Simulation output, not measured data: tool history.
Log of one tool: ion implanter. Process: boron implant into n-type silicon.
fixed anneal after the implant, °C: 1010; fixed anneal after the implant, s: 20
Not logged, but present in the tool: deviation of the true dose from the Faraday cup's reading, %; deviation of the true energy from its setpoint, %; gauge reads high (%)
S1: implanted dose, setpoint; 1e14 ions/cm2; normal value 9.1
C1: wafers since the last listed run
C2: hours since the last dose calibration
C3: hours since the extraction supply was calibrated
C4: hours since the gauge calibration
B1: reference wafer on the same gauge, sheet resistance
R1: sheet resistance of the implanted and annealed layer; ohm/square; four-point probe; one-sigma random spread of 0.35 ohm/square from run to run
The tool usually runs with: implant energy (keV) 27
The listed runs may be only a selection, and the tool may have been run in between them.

{"run": 1, "hour": 0.0, "S1": 9.1, "implant energy (keV)": 27, "C1": 0, "C2": 1286.8, "C3": 5366.3, "C4": 723.2, "B1": 114.16, "R1": 128.66}
{"run": 2, "hour": 78.8, "S1": 6.92, "implant energy (keV)": 27, "C1": 1319, "C2": 1365.6, "C3": 5445.1, "C4": 802, "B1": 114.22, "R1": 162.37}
{"run": 3, "hour": 134.8, "S1": 6.92, "implant energy (keV)": 27, "C1": 937, "C2": 1421.6, "C3": 5501.1, "C4": 858, "B1": 114.42, "R1": 161.24}
{"run": 4, "hour": 207.4, "S1": 6.92, "implant energy (keV)": 27, "C1": 1215, "C2": 1494.2, "C3": 5573.7, "C4": 930.6, "B1": 114.39, "R1": 162.33}
{"run": 5, "hour": 308.7, "S1": 9.1, "implant energy (keV)": 32, "C1": 1696, "C2": 1595.5, "C3": 5675, "C4": 1031.9, "B1": 114.52, "R1": 127.54}
{"run": 6, "hour": 400.1, "S1": 9.1, "implant energy (keV)": 32, "C1": 1530, "C2": 1686.9, "C3": 5766.4, "C4": 1123.3, "B1": 114.64, "R1": 127.3}
{"run": 7, "hour": 468.5, "S1": 9.1, "implant energy (keV)": 32, "C1": 1145, "C2": 1755.3, "C3": 5834.8, "C4": 1191.7, "B1": 114.76, "R1": 127.55}
{"run": 8, "hour": 511.7, "S1": 10.52, "implant energy (keV)": 22.5, "C1": 723, "C2": 1798.5, "C3": 5878, "C4": 1234.9, "B1": 114.75, "R1": 115.95}
{"run": 9, "hour": 619.0, "S1": 10.52, "implant energy (keV)": 22.5, "C1": 1797, "C2": 1905.8, "C3": 5985.3, "C4": 1342.2, "B1": 114.91, "R1": 116.07}
{"run": 10, "hour": 668.0, "S1": 10.52, "implant energy (keV)": 22.5, "C1": 820, "C2": 1954.8, "C3": 6034.3, "C4": 1391.2, "B1": 114.99, "R1": 116.54}
{"hour": 851.7, "done": "extraction supply calibrated"}
{"hour": 930.5, "done": "gauge calibrated"}
{"run": 11, "hour": 987.2, "S1": 9.1, "implant energy (keV)": 27, "C1": 5212, "C2": 2274, "C3": 135.5, "C4": 56.7, "B1": 113.37, "R1": 128.03}
{"run": 12, "hour": 1067.5, "S1": 9.1, "implant energy (keV)": 27, "C1": 1344, "C2": 2354.3, "C3": 215.8, "C4": 137, "B1": 113.52, "R1": 128.1}
{"hour": 1134.8, "done": "Faraday cup replaced and dose calibrated"}
{"run": 13, "hour": 1146.8, "S1": 9.1, "implant energy (keV)": 27, "C1": 1194, "C2": 12, "C3": 295.1, "C4": 216.3, "B1": 113.55, "R1": 127.49}
{"run": 14, "hour": 1215.3, "S1": 9.1, "implant energy (keV)": 27, "C1": 1147, "C2": 80.5, "C3": 363.6, "C4": 284.8, "B1": 113.71, "R1": 127.99}
{"run": 15, "hour": 1301.8, "S1": 9.1, "implant energy (keV)": 21.5, "C1": 1448, "C2": 167, "C3": 450.1, "C4": 371.3, "B1": 113.74, "R1": 130.64}
{"run": 16, "hour": 1382.7, "S1": 10.78, "implant energy (keV)": 21, "C1": 1354, "C2": 247.9, "C3": 531, "C4": 452.2, "B1": 113.79, "R1": 113.77}
{"run": 17, "hour": 1457.1, "S1": 10.14, "implant energy (keV)": 24.5, "C1": 1246, "C2": 322.3, "C3": 605.4, "C4": 526.6, "B1": 113.91, "R1": 118}
{"run": 18, "hour": 1545.7, "S1": 9.1, "implant energy (keV)": 27, "C1": 1483, "C2": 410.9, "C3": 694, "C4": 615.2, "B1": 114.06, "R1": 128.35}
{"run": 19, "hour": 1586.7, "S1": 11.77, "implant energy (keV)": 32.5, "C1": 686, "C2": 451.9, "C3": 735, "C4": 656.2, "B1": 114.03, "R1": 102.95}
{"run": 20, "hour": 1627.0, "S1": 10.23, "implant energy (keV)": 21, "C1": 674, "C2": 492.2, "C3": 775.3, "C4": 696.5, "B1": 114.16, "R1": 119.32}
{"run": 21, "hour": 1689.0, "S1": 6.37, "implant energy (keV)": 32, "C1": 1038, "C2": 554.2, "C3": 837.3, "C4": 758.5, "B1": 114.2, "R1": 170.86}
{"run": 22, "hour": 1752.4, "S1": 6.58, "implant energy (keV)": 32, "C1": 1061, "C2": 617.6, "C3": 900.7, "C4": 821.9, "B1": 114.3, "R1": 166.44}
{"run": 23, "hour": 1814.4, "S1": 9.1, "implant energy (keV)": 27, "C1": 1038, "C2": 679.6, "C3": 962.7, "C4": 883.9, "B1": 114.34, "R1": 128.91}
{"run": 24, "hour": 1858.0, "S1": 11.68, "implant energy (keV)": 27, "C1": 730, "C2": 723.2, "C3": 1006.3, "C4": 927.5, "B1": 114.4, "R1": 104.81}
{"run": 25, "hour": 1956.0, "S1": 8.21, "implant energy (keV)": 34.5, "C1": 1641, "C2": 821.2, "C3": 1104.3, "C4": 1025.5, "B1": 114.45, "R1": 137.86}
{"run": 26, "hour": 2062.2, "S1": 11.62, "implant energy (keV)": 22.5, "C1": 1778, "C2": 927.4, "C3": 1210.5, "C4": 1131.7, "B1": 114.67, "R1": 107.34}
{"run": 27, "hour": 2120.6, "S1": 7.44, "implant energy (keV)": 27, "C1": 978, "C2": 985.8, "C3": 1268.9, "C4": 1190.1, "B1": 114.7, "R1": 153.54}

Below are 3 alternative next runs, each starting from the tool's condition after run 27. Predict each:
{"run": "A", "hour": 2121.0, "S1": 9.1, "implant energy (keV)": 27, "C1": 6, "C2": 986.2, "C3": 1269.3, "C4": 1190.5, "B1": "?", "R1": "?"}
{"run": "B", "hour": 2121.0, "S1": 6.8, "implant energy (keV)": 18.5, "C1": 6, "C2": 986.2, "C3": 1269.3, "C4": 1190.5, "B1": "?", "R1": "?"}
{"run": "C", "hour": 2121.0, "S1": 10.4, "implant energy (keV)": 31, "C1": 6, "C2": 986.2, "C3": 1269.3, "C4": 1190.5, "B1": "?", "R1": "?"}

run=A B1=114.78 R1=129.28
run=B B1=114.78 R1=171.32
run=C B1=114.78 R1=114.67
With no hidden state in the tool, these same runs would have given:
run=A R1=127.33
run=B R1=168.74
run=C R1=112.94

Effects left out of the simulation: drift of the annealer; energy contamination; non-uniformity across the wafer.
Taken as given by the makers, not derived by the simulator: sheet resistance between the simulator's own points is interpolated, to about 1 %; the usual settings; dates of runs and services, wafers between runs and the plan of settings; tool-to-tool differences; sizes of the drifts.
